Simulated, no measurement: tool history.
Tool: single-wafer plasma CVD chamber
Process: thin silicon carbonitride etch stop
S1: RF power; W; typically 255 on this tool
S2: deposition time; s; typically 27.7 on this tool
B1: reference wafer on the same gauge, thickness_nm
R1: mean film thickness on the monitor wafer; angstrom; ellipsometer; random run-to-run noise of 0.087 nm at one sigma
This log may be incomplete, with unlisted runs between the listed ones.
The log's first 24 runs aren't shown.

| run | hour | S1 | S2 | B1 | R1 |
|---|---|---|---|---|---|
| 25 | 2112.5 | 225 | 29.5 | 18.822 | 173.26 |
| 26 | 2194.7 | 210 | 33.0 | 18.782 | 188.16 |
| 27 | 2265.6 | 295 | 31.5 | 18.819 | 202.97 |
| 28 | 2306.9 | 290 | 29.1 | 18.782 | 185.55 |
| 29 | 2362.4 | 235 | 23.0 | 18.785 | 138.63 |
| 30 | 2415.8 | 280 | 25.4 | 18.793 | 159.20 |
| 31 | 2485.2 | 225 | 26.0 | 18.818 | 153.10 |
| 32 | 2666.2 | 305 | 23.6 | 18.804 | 152.17 |
| 33 | 2762.6 | 275 | 24.6 | 18.801 | 154.46 |
|  | 2842.6 | RF generator calibrated |
| 34 | 2908.1 | 255 | 27.7 | 18.848 | 170.36 |
| 35 | 2947.8 | 255 | 27.7 | 18.782 | 168.82 |
| 36 | 3037.0 | 295 | 32.2 | 18.800 | 207.28 |

Alternative continuations, all from the tool just after run 36; predict every row:
| A | 3037.4 | 255 | 23.8 | ? | ? |
| B | 3037.4 | 270 | 26.0 | ? | ? |
| C | 3037.4 | 255 | 32.3 | ? | ? |

| run | B1 | R1 |
|---|---|---|
| A | 18.814 | 146.11 |
| B | 18.814 | 162.71 |
| C | 18.814 | 198.30 |
What these runs would have given with no unlogged condition in the tool:
| run | R1 |
|---|---|
| A | 146.11 |
| B | 162.71 |
| C | 198.30 |
